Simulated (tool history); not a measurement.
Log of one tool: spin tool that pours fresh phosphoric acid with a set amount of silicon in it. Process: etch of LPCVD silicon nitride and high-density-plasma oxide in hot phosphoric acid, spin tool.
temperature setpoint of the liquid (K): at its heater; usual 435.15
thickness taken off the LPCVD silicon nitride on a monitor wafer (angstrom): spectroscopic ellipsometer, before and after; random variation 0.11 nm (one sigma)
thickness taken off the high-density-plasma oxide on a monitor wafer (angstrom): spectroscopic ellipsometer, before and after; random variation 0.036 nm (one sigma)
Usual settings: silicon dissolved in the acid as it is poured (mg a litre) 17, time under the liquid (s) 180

run	day	temperature setpoint of the liquid (K)	silicon dissolved in the acid as it is poured (mg a litre)	time under the liquid (s)	read-back film thickness of the LPCVD silicon nitride reference wafer, read on the same gauge (nm)	read-back film thickness of the high-density-plasma oxide reference wafer, read on the same gauge (nm)	thickness taken off the LPCVD silicon nitride on a monitor wafer (angstrom)	thickness taken off the high-density-plasma oxide on a monitor wafer (angstrom)
1	0.000	435.15	17	180	39.96	79.975	134.8	6.28
2	0.450	435.15	17	180	39.98	80.015	135.8	6.61
3	1.054	435.15	17	180	40.01	79.971	133.6	6.30
4	1.488	435.15	17	180	40.02	79.996	131.7	6.62
5	1.796	435.15	17	180	40.02	79.996	134.5	6.54
6	2.150	435.15	17	180	39.95	79.983	133.9	6.39
# day 2.250: gauge calibrated
7	2.883	435.15	17	180	40.02	79.987	132.9	6.55
8	3.175	436.65	17	180	40.03	80.025	140.8	6.49

Forecast run 9:
9	3.475	436.65	13	180	?	?	?	?

{"run 9": {"read-back film thickness of the LPCVD silicon nitride reference wafer, read on the same gauge (nm)": 40.0, "read-back film thickness of the high-density-plasma oxide reference wafer, read on the same gauge (nm)": 80.004, "thickness taken off the LPCVD silicon nitride on a monitor wafer (angstrom)": 140.7, "thickness taken off the high-density-plasma oxide on a monitor wafer (angstrom)": 7.96}}
Without the tool's hidden state the same run would have given thickness taken off the LPCVD silicon nitride on a monitor wafer (angstrom) 161.9, thickness taken off the high-density-plasma oxide on a monitor wafer (angstrom) 10.84.
